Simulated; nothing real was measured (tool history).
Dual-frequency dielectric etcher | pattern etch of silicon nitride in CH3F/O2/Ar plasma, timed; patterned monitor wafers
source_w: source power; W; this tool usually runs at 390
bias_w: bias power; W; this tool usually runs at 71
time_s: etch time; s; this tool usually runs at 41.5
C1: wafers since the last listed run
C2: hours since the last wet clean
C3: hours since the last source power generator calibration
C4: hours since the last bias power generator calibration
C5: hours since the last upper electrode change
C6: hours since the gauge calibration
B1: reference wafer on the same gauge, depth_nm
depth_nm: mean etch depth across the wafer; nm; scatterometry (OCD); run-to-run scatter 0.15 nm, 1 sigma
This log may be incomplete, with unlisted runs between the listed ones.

run 1 hour=0 | source_w=390 bias_w=71 time_s=33.5 | C1=0 C2=250.4 C3=3445.2 C4=1564.2 C5=2765.2 C6=1707.5 | B1=34.68 | depth_nm=24.75
run 2 hour=69.1 | source_w=390 bias_w=71 time_s=33.5 | C1=1042 C2=319.5 C3=3514.3 C4=1633.3 C5=2834.3 C6=1776.6 | B1=34.69 | depth_nm=24.61
run 3 hour=94.1 | source_w=390 bias_w=71 time_s=41.5 | C1=377 C2=344.5 C3=3539.3 C4=1658.3 C5=2859.3 C6=1801.6 | B1=34.7 | depth_nm=30.54
-- hour=123 gauge calibrated
run 4 hour=139.1 | source_w=390 bias_w=71 time_s=41.5 | C1=679 C2=389.5 C3=3584.3 C4=1703.3 C5=2904.3 C6=16.1 | B1=34.71 | depth_nm=30.07
-- hour=193.2 wet clean of the chamber
run 5 hour=193.7 | source_w=390 bias_w=71 time_s=41.5 | C1=461 C2=0.5 C3=3638.9 C4=1757.9 C5=2958.9 C6=70.7 | B1=34.73 | depth_nm=31.11
run 6 hour=228.2 | source_w=390 bias_w=57 time_s=41.5 | C1=520 C2=35 C3=3673.4 C4=1792.4 C5=2993.4 C6=105.2 | B1=34.74 | depth_nm=28.74
run 7 hour=288.1 | source_w=390 bias_w=71 time_s=41.5 | C1=903 C2=94.9 C3=3733.3 C4=1852.3 C5=3053.3 C6=165.1 | B1=34.71 | depth_nm=30.58
run 8 hour=324.4 | source_w=440 bias_w=71 time_s=41.5 | C1=547 C2=131.2 C3=3769.6 C4=1888.6 C5=3089.6 C6=201.4 | B1=34.78 | depth_nm=31.95
run 9 hour=360.8 | source_w=480 bias_w=87 time_s=35.5 | C1=549 C2=167.6 C3=3806 C4=1925 C5=3126 C6=237.8 | B1=34.68 | depth_nm=29.85
run 10 hour=414.2 | source_w=390 bias_w=58 time_s=41.5 | C1=805 C2=221 C3=3859.4 C4=1978.4 C5=3179.4 C6=291.2 | B1=34.7 | depth_nm=28.56
run 11 hour=456.3 | source_w=350 bias_w=79 time_s=41.5 | C1=635 C2=263.1 C3=3901.5 C4=2020.5 C5=3221.5 C6=333.3 | B1=34.74 | depth_nm=30
-- hour=498 bias power generator calibrated
run 12 hour=509.9 | source_w=390 bias_w=71 time_s=41.5 | C1=748 C2=316.7 C3=3955.1 C4=11.9 C5=3275.1 C6=386.9 | B1=34.74 | depth_nm=29.98
run 13 hour=573.3 | source_w=290 bias_w=80 time_s=50.5 | C1=956 C2=380.1 C3=4018.5 C4=75.3 C5=3338.5 C6=450.3 | B1=34.69 | depth_nm=34.13
-- hour=580.4 source power generator calibrated
-- hour=628.3 wet clean of the chamber
run 14 hour=644.4 | source_w=420 bias_w=81 time_s=37.5 | C1=650 C2=16.1 C3=64 C4=146.4 C5=3409.6 C6=521.4 | B1=34.63 | depth_nm=29.9
-- hour=677.4 upper electrode replaced
run 15 hour=686 | source_w=390 bias_w=71 time_s=41.5 | C1=265 C2=57.7 C3=105.6 C4=188 C5=8.6 C6=563 | B1=34.73 | depth_nm=30.91
run 16 hour=735.1 | source_w=430 bias_w=87 time_s=51 | C1=740 C2=106.8 C3=154.7 C4=237.1 C5=57.7 C6=612.1 | B1=34.68 | depth_nm=41.66
run 17 hour=796 | source_w=390 bias_w=71 time_s=41.5 | C1=918 C2=167.7 C3=215.6 C4=298 C5=118.6 C6=673 | B1=34.7 | depth_nm=30.75
run 18 hour=826.5 | source_w=350 bias_w=79 time_s=41.5 | C1=460 C2=198.2 C3=246.1 C4=328.5 C5=149.1 C6=703.5 | B1=34.67 | depth_nm=30.3
run 19 hour=895 | source_w=420 bias_w=57 time_s=31.5 | C1=1033 C2=266.7 C3=314.6 C4=397 C5=217.6 C6=772 | B1=34.71 | depth_nm=22.18
run 20 hour=1013.4 | source_w=390 bias_w=62 time_s=41.5 | C1=1786 C2=385.1 C3=433 C4=515.4 C5=336 C6=890.4 | B1=34.74 | depth_nm=28.86
run 21 hour=1064.8 | source_w=390 bias_w=71 time_s=52.5 | C1=775 C2=436.5 C3=484.4 C4=566.8 C5=387.4 C6=941.8 | B1=34.72 | depth_nm=37.73
-- hour=1099.2 wet clean of the chamber
run 22 hour=1099.7 | source_w=480 bias_w=71 time_s=49 | C1=164 C2=0.5 C3=519.3 C4=601.7 C5=422.3 C6=976.7 | B1=34.76 | depth_nm=39.4
run 23 hour=1131.1 | source_w=390 bias_w=71 time_s=48.5 | C1=473 C2=31.9 C3=550.7 C4=633.1 C5=453.7 C6=1008.1 | B1=34.71 | depth_nm=35.97
run 24 hour=1190.3 | source_w=450 bias_w=84 time_s=35.5 | C1=893 C2=91.1 C3=609.9 C4=692.3 C5=512.9 C6=1067.3 | B1=34.69 | depth_nm=29.01
run 25 hour=1232.9 | source_w=440 bias_w=57 time_s=41.5 | C1=642 C2=133.7 C3=652.5 C4=734.9 C5=555.5 C6=1109.9 | B1=34.7 | depth_nm=29.94
run 26 hour=1282.2 | source_w=360 bias_w=71 time_s=49.5 | C1=743 C2=183 C3=701.8 C4=784.2 C5=604.8 C6=1159.2 | B1=34.62 | depth_nm=35.28
run 27 hour=1327.2 | source_w=390 bias_w=71 time_s=41.5 | C1=679 C2=228 C3=746.8 C4=829.2 C5=649.8 C6=1204.2 | B1=34.68 | depth_nm=30.43
-- hour=1486.5 wet clean of the chamber
run 28 hour=1518.6 | source_w=390 bias_w=71 time_s=41.5 | C1=2526 C2=32.1 C3=938.2 C4=1020.6 C5=841.2 C6=1395.6 | B1=34.69 | depth_nm=30.39
run 29 hour=1548.3 | source_w=390 bias_w=71 time_s=52.5 | C1=448 C2=61.8 C3=967.9 C4=1050.3 C5=870.9 C6=1425.3 | B1=34.72 | depth_nm=38.89

Some steps in depth_nm between neighbouring runs. How much of each would the tool show without its hidden state too (settings, what came in, random variation), and how much is left for the hidden state, with any gauge scatter that isn't in both results?
The hidden state here: etch rate over this chamber's usual, %; source power that arrives over what is set, %; bias power that arrives over what is set, %; gauge reads high (%).
Run 13 -> 14: source_w 290 -> 420, bias_w 80 -> 81, time_s 50.5 -> 37.5, source power generator calibrated, wet clean of the chamber. depth_nm -4.23 nm: hidden state +1.34, all else -5.57.
Run 15 -> 16: source_w 390 -> 430, bias_w 71 -> 87, time_s 41.5 -> 51. depth_nm +10.75 nm: hidden state -0.22, all else +10.97.
Run 16 -> 17: source_w 430 -> 390, bias_w 87 -> 71, time_s 51 -> 41.5. depth_nm -10.91 nm: hidden state -0.12, all else -10.79.
Run 21 -> 22: source_w 390 -> 480, time_s 52.5 -> 49, wet clean of the chamber. depth_nm +1.67 nm: hidden state +1.53, all else +0.14.
